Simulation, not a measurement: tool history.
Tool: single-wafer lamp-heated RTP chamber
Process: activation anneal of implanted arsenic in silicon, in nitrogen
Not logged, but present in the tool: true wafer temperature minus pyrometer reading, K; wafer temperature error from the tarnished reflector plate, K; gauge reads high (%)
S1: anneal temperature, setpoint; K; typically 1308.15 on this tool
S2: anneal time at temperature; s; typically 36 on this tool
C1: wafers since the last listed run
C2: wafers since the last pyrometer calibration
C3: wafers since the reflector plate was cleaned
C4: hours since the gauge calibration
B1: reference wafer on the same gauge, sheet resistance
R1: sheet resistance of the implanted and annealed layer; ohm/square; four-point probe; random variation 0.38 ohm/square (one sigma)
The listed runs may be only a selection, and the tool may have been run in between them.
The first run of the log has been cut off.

run	hour	S1	S2	C1	C2	C3	C4	B1	R1
# hour 79.8: pyrometer window cleaned and pyrometer calibrated
2	99.9	1308.15	20	888	194	12949	988.0	100.17	100.39
# hour 135.6: reflector plate cleaned
3	201.6	1308.15	36	906	1100	638	1089.7	100.24	89.99
4	298.1	1308.15	36	933	2034	1571	1186.2	100.14	89.90
5	359.9	1286.15	19	597	2631	2169	1248.0	100.16	110.89
6	400.8	1286.15	19	395	3027	2565	1288.9	100.13	110.02
7	484.3	1308.15	52	807	3834	3372	1372.4	100.23	84.29
8	583.8	1308.15	52	962	4797	4334	1471.9	100.32	83.76
9	684.0	1308.15	36	969	5766	5303	1572.1	100.14	89.26
10	788.2	1308.15	45	1007	6774	6311	1676.3	100.06	85.40
# hour 829.3: pyrometer window cleaned and pyrometer calibrated
11	835.7	1308.15	36	382	62	6693	1723.8	99.84	90.64
12	1135.9	1308.15	36	2903	2965	9597	2024.0	99.95	90.23
13	1214.5	1297.15	36	760	3725	10357	2102.6	99.88	93.88
14	1292.9	1297.15	36	758	4483	11115	2181.0	100.16	93.63
15	1341.5	1308.15	36	470	4953	11585	2229.6	100.10	89.25
16	1401.5	1319.15	36	580	5534	12165	2289.6	100.18	85.12
17	1482.5	1308.15	36	783	6317	12949	2370.6	100.02	88.91
18	1537.1	1281.15	22	528	6845	13477	2425.2	100.06	110.32
# hour 1563.9: pyrometer window cleaned and pyrometer calibrated
19	1618.0	1299.15	53	705	523	14182	2506.1	100.09	88.15
20	1725.8	1287.15	36	1042	1565	15224	2613.9	100.04	99.68
# hour 1772.9: reflector plate cleaned
21	1812.2	1287.15	36	758	2323	379	2700.3	100.16	98.47
22	1863.4	1328.15	30	495	2819	874	2751.5	100.18	85.32
# hour 1896.6: gauge calibrated
23	1949.7	1308.15	36	834	3653	1709	53.1	99.92	89.55
24	2029.7	1327.15	28	773	4427	2483	133.1	100.12	86.33

What will run 25 give?
25	2093.0	1333.15	56	612	5039	3095	196.4	?	?

{"run 25": {"B1": 100.14, "R1": 75.91}}
Had the tool carried no hidden state, the very same run would have given R1 76.78 ohm/square.

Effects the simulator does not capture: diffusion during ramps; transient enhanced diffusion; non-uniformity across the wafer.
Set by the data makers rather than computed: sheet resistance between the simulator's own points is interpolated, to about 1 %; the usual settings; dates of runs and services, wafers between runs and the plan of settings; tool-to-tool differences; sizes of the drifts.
